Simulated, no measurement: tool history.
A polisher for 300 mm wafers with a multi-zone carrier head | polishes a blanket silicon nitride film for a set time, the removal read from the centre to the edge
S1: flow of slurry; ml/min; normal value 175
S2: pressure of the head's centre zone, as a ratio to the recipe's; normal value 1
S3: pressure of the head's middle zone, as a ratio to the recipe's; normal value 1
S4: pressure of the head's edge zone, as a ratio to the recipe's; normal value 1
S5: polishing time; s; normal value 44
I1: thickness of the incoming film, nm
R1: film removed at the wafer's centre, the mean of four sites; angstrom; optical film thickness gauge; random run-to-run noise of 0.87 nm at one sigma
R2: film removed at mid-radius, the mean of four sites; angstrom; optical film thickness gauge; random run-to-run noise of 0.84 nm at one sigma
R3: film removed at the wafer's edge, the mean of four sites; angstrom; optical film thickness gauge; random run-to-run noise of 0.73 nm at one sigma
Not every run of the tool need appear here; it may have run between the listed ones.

| run | day | S1 | S2 | S3 | S4 | S5 | I1 | R1 | R2 | R3 |
|---|---|---|---|---|---|---|---|---|---|---|
| 1 | 0 | 175 | 1 | 1 | 1 | 44 | 814.6 | 946 | 1008 | 1015 |
| 2 | 0.679 | 175 | 0.9 | 1 | 1.08 | 44 | 809.3 | 836 | 1017 | 1043 |
| 3 | 1.029 | 175 | 1 | 1 | 1 | 44 | 810.3 | 943 | 1038 | 1012 |
| 4 | 1.438 | 120 | 1 | 1 | 1 | 58 | 834.3 | 1137 | 1253 | 1262 |
|  | 1.604 | worn pad replaced by a new one |
| 5 | 2.025 | 175 | 0.94 | 1 | 1 | 44 | 803.5 | 890 | 1035 | 1002 |
| 6 | 2.279 | 175 | 0.9 | 1 | 0.9 | 44 | 820.4 | 842 | 1014 | 982 |
| 7 | 2.683 | 175 | 1 | 1 | 1 | 44 | 817.5 | 940 | 1025 | 1011 |
| 8 | 2.988 | 175 | 1 | 1 | 1 | 44 | 826.3 | 940 | 1027 | 1003 |
| 9 | 3.6 | 145 | 0.9 | 1 | 0.91 | 44 | 810.7 | 817 | 984 | 957 |
| 10 | 3.996 | 200 | 1.09 | 1.08 | 1.04 | 44 | 809.6 | 1052 | 1087 | 1035 |
|  | 4.242 | centre zone pressure recalibrated |
|  | 4.5 | slurry nozzle cleaned |
| 11 | 4.55 | 120 | 1 | 1 | 1 | 44 | 817.3 | 972 | 947 | 958 |
| 12 | 5.258 | 175 | 1.04 | 1 | 0.89 | 30 | 820 | 732 | 696 | 666 |
|  | 6.242 | carrier head's membrane replaced by a new one |
|  | 6.258 | edge zone pressure recalibrated |
|  | 6.596 | worn pad replaced by a new one |
| 13 | 7.475 | 175 | 1.08 | 1 | 1 | 44 | 816.7 | 1111 | 1025 | 1020 |
| 14 | 8.092 | 175 | 1 | 1.1 | 1.05 | 44 | 820.1 | 1036 | 1122 | 1020 |
| 15 | 8.475 | 175 | 1 | 1 | 0.95 | 44 | 830.3 | 1045 | 1016 | 990 |
| 16 | 9.079 | 145 | 1 | 1.08 | 0.91 | 44 | 832.6 | 987 | 1034 | 949 |
| 17 | 9.729 | 175 | 1 | 1 | 1.12 | 55 | 813.9 | 1277 | 1290 | 1315 |
| 18 | 10.471 | 220 | 0.93 | 1 | 1 | 57 | 824.6 | 1258 | 1361 | 1336 |
| 19 | 10.971 | 175 | 0.93 | 1 | 1 | 44 | 820.9 | 951 | 1012 | 1022 |
| 20 | 11.638 | 175 | 1 | 1 | 1 | 44 | 820.5 | 1004 | 1013 | 1024 |
|  | 11.917 | worn pad replaced by a new one |
| 21 | 12.133 | 195 | 1.12 | 0.97 | 1 | 49 | 806.9 | 1297 | 1141 | 1130 |
| 22 | 12.608 | 230 | 1.03 | 1 | 1 | 53 | 835.9 | 1313 | 1287 | 1255 |
| 23 | 13.046 | 175 | 1 | 1 | 1 | 44 | 826.2 | 1014 | 1016 | 1007 |

Each row is a separate what-if for the run after 23, all from the same tool condition, not one after another. Results?
| A | 13.062 | 175 | 1 | 0.93 | 1 | 44 | 813.2 | ? | ? | ? |
| B | 13.062 | 175 | 1.09 | 1 | 1 | 29 | 813.2 | ? | ? | ? |
| C | 13.062 | 150 | 1.07 | 1 | 1.05 | 44 | 813.2 | ? | ? | ? |

| run | R1 | R2 | R3 |
|---|---|---|---|
| A | 1007 | 962 | 1011 |
| B | 725 | 670 | 666 |
| C | 1048 | 990 | 1008 |
The same runs, with their run-to-run variation unchanged, on a tool lacking any hidden condition would have given:
| run | R1 | R2 | R3 |
|---|---|---|---|
| A | 1024 | 962 | 1011 |
| B | 736 | 670 | 666 |
| C | 1065 | 990 | 1008 |
